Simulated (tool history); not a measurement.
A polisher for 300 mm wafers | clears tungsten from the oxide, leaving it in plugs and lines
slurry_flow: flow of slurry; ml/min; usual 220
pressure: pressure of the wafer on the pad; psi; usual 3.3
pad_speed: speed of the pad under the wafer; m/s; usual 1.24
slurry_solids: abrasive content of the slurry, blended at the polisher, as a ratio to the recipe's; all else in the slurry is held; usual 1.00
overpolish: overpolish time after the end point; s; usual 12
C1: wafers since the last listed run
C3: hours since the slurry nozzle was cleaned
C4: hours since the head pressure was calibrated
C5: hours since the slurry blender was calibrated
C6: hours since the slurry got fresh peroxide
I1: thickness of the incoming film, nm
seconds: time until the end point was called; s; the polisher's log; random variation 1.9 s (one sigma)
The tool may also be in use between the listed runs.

run 1 hour=0.0 | slurry_flow=220 pressure=3.3 pad_speed=1.24 slurry_solids=1.00 overpolish=12 | C1=0 wafers_polished_on_this_pad=632 C3=694.0 C4=436.7 C5=275.5 C6=36.5 | I1=605.2 | seconds=139.8
run 2 hour=8.3 | slurry_flow=220 pressure=3.3 pad_speed=1.24 slurry_solids=1.00 overpolish=12 | C1=45 wafers_polished_on_this_pad=677 C3=702.3 C4=445.0 C5=283.8 C6=44.8 | I1=600.6 | seconds=142.9
run 3 hour=15.3 | slurry_flow=220 pressure=3.3 pad_speed=1.24 slurry_solids=1.00 overpolish=12 | C1=38 wafers_polished_on_this_pad=715 C3=709.3 C4=452.0 C5=290.8 C6=51.8 | I1=596.5 | seconds=141.1
run 4 hour=32.7 | slurry_flow=220 pressure=3.3 pad_speed=1.24 slurry_solids=1.00 overpolish=12 | C1=94 wafers_polished_on_this_pad=810 C3=726.7 C4=469.4 C5=308.2 C6=69.2 | I1=588.5 | seconds=139.6
run 5 hour=48.4 | slurry_flow=220 pressure=3.3 pad_speed=1.24 slurry_solids=1.00 overpolish=12 | C1=85 wafers_polished_on_this_pad=896 C3=742.4 C4=485.1 C5=323.9 C6=84.9 | I1=606.8 | seconds=143.4
run 6 hour=63.8 | slurry_flow=220 pressure=3.3 pad_speed=1.24 slurry_solids=1.00 overpolish=12 | C1=83 wafers_polished_on_this_pad=980 C3=757.8 C4=500.5 C5=339.3 C6=100.3 | I1=603.5 | seconds=143.5
run 7 hour=73.6 | slurry_flow=220 pressure=3.3 pad_speed=1.24 slurry_solids=1.00 overpolish=12 | C1=53 wafers_polished_on_this_pad=1033 C3=767.6 C4=510.3 C5=349.1 C6=110.1 | I1=605.1 | seconds=148.7
-- hour=79.7 worn pad replaced by a new one
run 8 hour=80.1 | slurry_flow=220 pressure=3.3 pad_speed=1.24 slurry_solids=1.00 overpolish=12 | C1=13 wafers_polished_on_this_pad=2 C3=774.1 C4=516.8 C5=355.6 C6=116.6 | I1=610.5 | seconds=134.2
run 9 hour=90.0 | slurry_flow=220 pressure=3.3 pad_speed=1.24 slurry_solids=1.00 overpolish=12 | C1=53 wafers_polished_on_this_pad=56 C3=784.0 C4=526.7 C5=365.5 C6=126.5 | I1=606.7 | seconds=130.5
run 10 hour=99.2 | slurry_flow=220 pressure=3.3 pad_speed=1.24 slurry_solids=1.00 overpolish=12 | C1=50 wafers_polished_on_this_pad=106 C3=793.2 C4=535.9 C5=374.7 C6=135.7 | I1=599.9 | seconds=130.8
-- hour=100.6 slurry nozzle cleaned
run 11 hour=109.4 | slurry_flow=220 pressure=3.3 pad_speed=1.24 slurry_solids=1.00 overpolish=12 | C1=50 wafers_polished_on_this_pad=156 C3=8.8 C4=546.1 C5=384.9 C6=145.9 | I1=608.9 | seconds=141.3
-- hour=119.4 slurry tank refilled with fresh slurry and peroxide
run 12 hour=120.3 | slurry_flow=220 pressure=4.2 pad_speed=1.50 slurry_solids=1.00 overpolish=15 | C1=53 wafers_polished_on_this_pad=210 C3=19.7 C4=557.0 C5=395.8 C6=0.9 | I1=602.3 | seconds=96.1
run 13 hour=131.2 | slurry_flow=220 pressure=3.8 pad_speed=1.24 slurry_solids=0.70 overpolish=12 | C1=59 wafers_polished_on_this_pad=270 C3=30.6 C4=567.9 C5=406.7 C6=11.8 | I1=600.4 | seconds=123.2
run 14 hour=146.9 | slurry_flow=220 pressure=3.3 pad_speed=1.24 slurry_solids=1.00 overpolish=12 | C1=85 wafers_polished_on_this_pad=355 C3=46.3 C4=583.6 C5=422.4 C6=27.5 | I1=597.9 | seconds=131.8
run 15 hour=155.8 | slurry_flow=220 pressure=3.3 pad_speed=1.24 slurry_solids=1.20 overpolish=12 | C1=48 wafers_polished_on_this_pad=404 C3=55.2 C4=592.5 C5=431.3 C6=36.4 | I1=607.4 | seconds=137.6
-- hour=164.3 head pressure recalibrated
-- hour=168.0 slurry blender recalibrated
run 16 hour=172.3 | slurry_flow=220 pressure=3.3 pad_speed=1.46 slurry_solids=1.00 overpolish=12 | C1=68 wafers_polished_on_this_pad=472 C3=71.7 C4=8.0 C5=4.3 C6=52.9 | I1=597.5 | seconds=115.8
run 17 hour=179.4 | slurry_flow=220 pressure=3.3 pad_speed=1.24 slurry_solids=1.00 overpolish=12 | C1=38 wafers_polished_on_this_pad=510 C3=78.8 C4=15.1 C5=11.4 C6=60.0 | I1=595.7 | seconds=142.2
run 18 hour=187.6 | slurry_flow=260 pressure=3.3 pad_speed=1.10 slurry_solids=0.85 overpolish=12 | C1=44 wafers_polished_on_this_pad=555 C3=87.0 C4=23.3 C5=19.6 C6=68.2 | I1=611.4 | seconds=159.0
run 19 hour=204.0 | slurry_flow=220 pressure=3.3 pad_speed=1.24 slurry_solids=0.85 overpolish=12 | C1=89 wafers_polished_on_this_pad=645 C3=103.4 C4=39.7 C5=36.0 C6=84.6 | I1=594.8 | seconds=140.2
run 20 hour=219.5 | slurry_flow=220 pressure=3.8 pad_speed=0.88 slurry_solids=1.00 overpolish=12 | C1=84 wafers_polished_on_this_pad=729 C3=118.9 C4=55.2 C5=51.5 C6=100.1 | I1=596.1 | seconds=184.3
run 21 hour=231.7 | slurry_flow=285 pressure=3.3 pad_speed=1.24 slurry_solids=1.00 overpolish=8 | C1=66 wafers_polished_on_this_pad=796 C3=131.1 C4=67.4 C5=63.7 C6=112.3 | I1=602.6 | seconds=141.9
run 22 hour=238.4 | slurry_flow=220 pressure=3.3 pad_speed=1.24 slurry_solids=1.00 overpolish=8 | C1=36 wafers_polished_on_this_pad=832 C3=137.8 C4=74.1 C5=70.4 C6=119.0 | I1=593.2 | seconds=144.9
run 23 hour=247.0 | slurry_flow=150 pressure=2.3 pad_speed=1.24 slurry_solids=1.00 overpolish=12 | C1=46 wafers_polished_on_this_pad=879 C3=146.4 C4=82.7 C5=79.0 C6=127.6 | I1=604.6 | seconds=198.3
run 24 hour=263.0 | slurry_flow=255 pressure=2.9 pad_speed=1.52 slurry_solids=1.15 overpolish=12 | C1=87 wafers_polished_on_this_pad=966 C3=162.4 C4=98.7 C5=95.0 C6=143.6 | I1=607.9 | seconds=132.2
-- hour=274.7 worn pad replaced by a new one
run 25 hour=275.2 | slurry_flow=270 pressure=2.8 pad_speed=1.24 slurry_solids=1.00 overpolish=12 | C1=44 wafers_polished_on_this_pad=2 C3=174.6 C4=110.9 C5=107.2 C6=155.8 | I1=592.4 | seconds=143.7
run 26 hour=278.2 | slurry_flow=220 pressure=4.1 pad_speed=1.24 slurry_solids=1.00 overpolish=6 | C1=16 wafers_polished_on_this_pad=19 C3=177.6 C4=113.9 C5=110.2 C6=158.8 | I1=610.0 | seconds=118.0

5 ways to go on from here, each from the tool as it stands after run 26. What would each give?
run A hour=278.7 | slurry_flow=220 pressure=3.3 pad_speed=1.38 slurry_solids=1.00 overpolish=12 | C1=2 wafers_polished_on_this_pad=21 C3=178.1 C4=114.4 C5=110.7 C6=159.3 | I1=600.9 | seconds=?
run B hour=278.7 | slurry_flow=175 pressure=4.3 pad_speed=1.24 slurry_solids=1.00 overpolish=12 | C1=2 wafers_polished_on_this_pad=21 C3=178.1 C4=114.4 C5=110.7 C6=159.3 | I1=600.9 | seconds=?
run C hour=278.7 | slurry_flow=220 pressure=2.5 pad_speed=1.62 slurry_solids=1.00 overpolish=12 | C1=2 wafers_polished_on_this_pad=21 C3=178.1 C4=114.4 C5=110.7 C6=159.3 | I1=600.9 | seconds=?
run D hour=278.7 | slurry_flow=220 pressure=3.3 pad_speed=1.24 slurry_solids=0.75 overpolish=12 | C1=2 wafers_polished_on_this_pad=21 C3=178.1 C4=114.4 C5=110.7 C6=159.3 | I1=600.9 | seconds=?
run E hour=278.7 | slurry_flow=270 pressure=2.5 pad_speed=1.44 slurry_solids=1.00 overpolish=15 | C1=2 wafers_polished_on_this_pad=21 C3=178.1 C4=114.4 C5=110.7 C6=159.3 | I1=600.9 | seconds=?

run=A seconds=119.9
run=B seconds=115.6
run=C seconds=121.0
run=D seconds=137.7
run=E seconds=132.9
Without the tool's hidden state the same runs would have given:
run=A seconds=108.5
run=B seconds=104.6
run=C seconds=109.5
run=D seconds=124.6
run=E seconds=120.2
